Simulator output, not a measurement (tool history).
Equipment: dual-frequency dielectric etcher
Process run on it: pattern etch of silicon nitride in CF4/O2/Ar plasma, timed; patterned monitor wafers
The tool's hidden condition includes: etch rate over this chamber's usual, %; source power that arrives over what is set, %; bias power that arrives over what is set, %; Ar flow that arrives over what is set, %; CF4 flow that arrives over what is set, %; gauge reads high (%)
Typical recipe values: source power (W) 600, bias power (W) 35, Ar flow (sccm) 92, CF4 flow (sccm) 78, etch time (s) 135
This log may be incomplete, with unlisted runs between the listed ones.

run   hour  source power (W)  bias power (W)  Ar flow (sccm)  CF4 flow (sccm)  etch time (s)  wafers since the last listed run  hours since the last wet clean  hours since the last source power generator calibration  hours since the last bias power generator calibration  hours since the last Ar flow controller change  hours since the last CF4 flow controller change  hours since the last upper electrode change  hours since the gauge calibration  read-back reference wafer on the same gauge, depth_nm  mean etch depth across the wafer (nm)
  1      0               600              35              92               78            135                                 0                            78.9                                                   1344.5                                                    7.8                                          6093.9                                           2085.7                                       5772.7                             1358.3                                                  253.8                                    275
      11.7  -- gauge calibrated
      52.6  -- upper electrode replaced
  2   53.1               600              35              92               78            135                               159                             132                                                   1397.6                                                   60.9                                            6147                                           2138.8                                          0.5                               41.4                                                    254                                  276.6
  3   70.3               600              35              92               78            135                                94                           149.2                                                   1414.8                                                   78.1                                          6164.2                                             2156                                         17.7                               58.6                                                    254                                  276.5
  4  140.6               600              35              92               78            135                               385                           219.5                                                   1485.1                                                  148.4                                          6234.5                                           2226.3                                           88                              128.9                                                  253.9                                  276.3
  5  199.5               670              35              70               60          100.5                               322                           278.4                                                     1544                                                  207.3                                          6293.4                                           2285.2                                        146.9                              187.8                                                  253.9                                  230.7
     229.4  -- wet clean of the chamber
  6  230.1               600              35              92               78            135                                36                             0.7                                                   1574.6                                                  237.9                                            6324                                           2315.8                                        177.5                              218.4                                                    254                                  276.1
  7  290.1               600              35              92               78            135                               328                            60.7                                                   1634.6                                                  297.9                                            6384                                           2375.8                                        237.5                              278.4                                                    254                                  277.6
  8  323.5               450              35              92               78            135                               183                            94.1                                                     1668                                                  331.3                                          6417.4                                           2409.2                                        270.9                              311.8                                                  253.9                                  232.4
  9  372.4               600              27             110               63            135                               268                             143                                                   1716.9                                                  380.2                                          6466.3                                           2458.1                                        319.8                              360.7                                                    254                                  243.1
     419.8  -- Ar flow controller replaced
 10  430.2               600              35              92               78            135                               283                           200.8                                                   1774.7                                                    438                                            10.4                                           2515.9                                        377.6                              418.5                                                    254                                  278.2
     445.5  -- CF4 flow controller replaced
 11  477.8               640              41              72               89            135                               227                           248.4                                                   1822.3                                                  485.6                                              58                                             32.3                                        425.2                              466.1                                                  254.1                                  323.1
 12  535.8               670              35              70               60          100.5                               317                           306.4                                                   1880.3                                                  543.6                                             116                                             90.3                                        483.2                              524.1                                                    254                                  232.1
     569.5  -- source power generator calibrated
 13  573.7               600              37              92               78            135                               185                           344.3                                                      4.2                                                  581.5                                           153.9                                            128.2                                        521.1                                562                                                    254                                    282
     629.1  -- wet clean of the chamber
 14  634.2               710              35             114               78            135                               200                             5.1                                                     64.7                                                    642                                           214.4                                            188.7                                        581.6                              622.5                                                  254.1                                  294.8
 15  665.9               600              35              92               97            135                               173                            36.8                                                     96.4                                                  673.7                                           246.1                                            220.4                                        613.3                              654.2                                                  253.8                                  283.2
 16  712.3               600              35              92               78            135                               254                            83.2                                                    142.8                                                  720.1                                           292.5                                            266.8                                        659.7                              700.6                                                  253.7                                  279.1
 17  817.6               600              28              92               78            135                               577                           188.5                                                    248.1                                                  825.4                                           397.8                                            372.1                                          765                              805.9                                                  253.9                                  264.4
 18  850.2               600              40              92               78            135                               178                           221.1                                                    280.7                                                    858                                           430.4                                            404.7                                        797.6                              838.5                                                    254                                    290
 19  907.1               600              35              92               64             99                               311                             278                                                    337.6                                                  914.9                                           487.3                                            461.6                                        854.5                              895.4                                                    254                                    201
 20    937               520              35              92               86            135                               163                           307.9                                                    367.5                                                  944.8                                           517.2                                            491.5                                        884.4                              925.3                                                  253.9                                  258.3

Consider 5 possible next runs. They are alternatives, not a sequence: every one starts from the tool as it was left by run 20. What does each give?
  A  937.5               600              35              92               78            135                                 2                           308.4                                                      368                                                  945.3                                           517.7                                              492                                        884.9                              925.8                                                      ?                                      ?
  B  937.5               600              35              72               66            169                                 2                           308.4                                                      368                                                  945.3                                           517.7                                              492                                        884.9                              925.8                                                      ?                                      ?
  C  937.5               730              38              92               90            135                                 2                           308.4                                                      368                                                  945.3                                           517.7                                              492                                        884.9                              925.8                                                      ?                                      ?
  D  937.5               600              35             107               91            106                                 2                           308.4                                                      368                                                  945.3                                           517.7                                              492                                        884.9                              925.8                                                      ?                                      ?
  E  937.5               600              35              72               84            174                                 2                           308.4                                                      368                                                  945.3                                           517.7                                              492                                        884.9                              925.8                                                      ?                                      ?

run  read-back reference wafer on the same gauge, depth_nm  mean etch depth across the wafer (nm)
  A                                                  254.2                                  279.5
  B                                                  254.2                                  365.5
  C                                                  254.2                                  328.6
  D                                                  254.2                                  215.3
  E                                                  254.2                                  383.7
What these runs would have given with no unlogged condition in the tool:
run  mean etch depth across the wafer (nm)
  A                                  276.8
  B                                  362.1
  C                                  325.4
  D                                  213.2
  E                                  380.1

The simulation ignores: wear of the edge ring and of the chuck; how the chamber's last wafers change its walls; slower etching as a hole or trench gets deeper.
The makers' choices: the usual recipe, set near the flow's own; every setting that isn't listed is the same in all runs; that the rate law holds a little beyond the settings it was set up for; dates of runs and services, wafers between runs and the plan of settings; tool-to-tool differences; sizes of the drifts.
